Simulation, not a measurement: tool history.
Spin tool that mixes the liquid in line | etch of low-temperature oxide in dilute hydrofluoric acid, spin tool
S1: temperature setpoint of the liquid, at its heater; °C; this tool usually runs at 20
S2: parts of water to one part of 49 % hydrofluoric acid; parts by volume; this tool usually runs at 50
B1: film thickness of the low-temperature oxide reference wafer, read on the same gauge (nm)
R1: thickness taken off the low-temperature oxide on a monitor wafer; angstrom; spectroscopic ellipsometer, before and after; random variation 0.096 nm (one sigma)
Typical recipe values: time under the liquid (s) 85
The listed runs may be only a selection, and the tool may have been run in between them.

Run 1, hour 0: usual settings but S1 17 °C; B1 70. Result: R1 238.7 angstrom.
Run 2, hour 10.1: usual settings but S1 17 °C; B1 70.02. Result: R1 236.6 angstrom.
Run 3, hour 20.4: usual settings but S2 45 parts by volume, time under the liquid (s) 45; B1 69.99. Result: R1 159.6 angstrom.
Run 4, hour 38.3: usual settings; B1 69.98. Result: R1 270.5 angstrom.
Run 5, hour 44.8: usual settings; B1 70.02. Result: R1 269.8 angstrom.
Run 6, hour 57.2: usual settings; B1 70.02. Result: R1 271.3 angstrom.
Run 7, hour 68.6: usual settings; B1 69.99. Result: R1 269.3 angstrom.
Run 8, hour 101.6: usual settings; B1 70.01. Result: R1 270.8 angstrom.
Run 9, hour 118.2: usual settings; B1 70.02. Result: R1 270.1 angstrom.
Run 10, hour 132.3: usual settings but time under the liquid (s) 105; B1 69.97. Result: R1 331.1 angstrom.
Run 11, hour 139.4: usual settings; B1 70.01. Result: R1 269.7 angstrom.
Run 12, hour 152.1: usual settings but S2 35 parts by volume, time under the liquid (s) 105; B1 70.02. Result: R1 511.8 angstrom.
Run 13, hour 164.7: usual settings but S2 70 parts by volume; B1 70. Result: R1 201.1 angstrom.
Run 14, hour 184.9: usual settings but S2 35 parts by volume, time under the liquid (s) 105; B1 69.97. Result: R1 454.5 angstrom.
Run 15, hour 196.8: usual settings but S1 24.5 °C, S2 30 parts by volume, time under the liquid (s) 110; B1 70. Result: R1 675.3 angstrom.
Run 16, hour 208.9: usual settings but S2 60 parts by volume, time under the liquid (s) 130; B1 69.98. Result: R1 317.5 angstrom.
Run 17, hour 238.4: usual settings but S1 21.5 °C, S2 25 parts by volume, time under the liquid (s) 125; B1 70. Result: R1 822.6 angstrom.
Run 18, hour 246.2: usual settings but S2 30 parts by volume, time under the liquid (s) 105; B1 70.01. Result: R1 535 angstrom.
Run 19, hour 259.2: usual settings; B1 69.99. Result: R1 253.3 angstrom.
Run 20, hour 274: usual settings but S2 65 parts by volume; B1 70.01. Result: R1 191.9 angstrom.

Withheld: 3 entries from between the runs. Position of each, and hidden state at the listed run before versus the listed run after:
Logged between run 11 and run 12: gauge calibrated (hour 139.7); thermometer replaced (hour 143.8)
  liquid colder than its thermometer reads (K): 1.58 -> 0.152; hydrofluoric acid flow above the setpoint (%): 12.9 -> 13
  what was measured, less what the result would be without the hidden state, R1: +15.9 -> +58.2 angstrom
Logged between run 13 and run 14: hydrofluoric acid flow meter replaced (hour 173.1)
  liquid colder than its thermometer reads (K): 0.176 -> 0.215; hydrofluoric acid flow above the setpoint (%): 13.1 -> 0.681
  what was measured, less what the result would be without the hidden state, R1: +23.6 -> -0.8 angstrom
